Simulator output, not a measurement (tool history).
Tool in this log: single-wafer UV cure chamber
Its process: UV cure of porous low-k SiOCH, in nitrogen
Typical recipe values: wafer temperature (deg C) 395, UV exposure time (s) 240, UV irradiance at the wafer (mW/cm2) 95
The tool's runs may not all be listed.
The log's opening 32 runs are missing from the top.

run    hour  wafer temperature (deg C)  UV exposure time (s)  UV irradiance at the wafer (mW/cm2)  loss of film thickness in the cure (%)
 33  2487.5                        395                   195                                   95                                  11.472
 34  2559.2                        413                   305                                  109                                  14.479
 35  2640.0                        401                   190                                   95                                  11.512
 36  2698.4                        395                   240                                   95                                  12.512
 37  2878.1                        395                   240                                   70                                  10.849
 38  2958.0                        395                   155                                  103                                  10.581
     3054.0  -- quartz window cleaned
 39  3060.2                        395                   240                                   95                                  12.229
 40  3142.6                        404                   155                                   79                                   9.410
 41  3180.6                        380                   335                                   95                                  13.481
 42  3220.5                        390                   240                                  122                                  13.261
 43  3264.0                        405                   345                                   81                                  13.240
 44  3421.7                        395                   240                                   78                                  11.100

Branching from run 44: 5 alternative next runs. What would each branch give?
  A  3422.2                        395                   240                                   95                                       ?
  B  3422.2                        395                   330                                   76                                       ?
  C  3422.2                        409                   185                                   95                                       ?
  D  3422.2                        395                   180                                  130                                       ?
  E  3422.2                        381                   240                                   70                                       ?

run  loss of film thickness in the cure (%)
  A                                  12.146
  B                                  12.599
  C                                  11.176
  D                                  12.269
  E                                  10.465
Without the tool's unlogged condition, the same runs would have read:
run  loss of film thickness in the cure (%)
  A                                  12.638
  B                                  13.097
  C                                  11.659
  D                                  12.763
  E                                  10.941
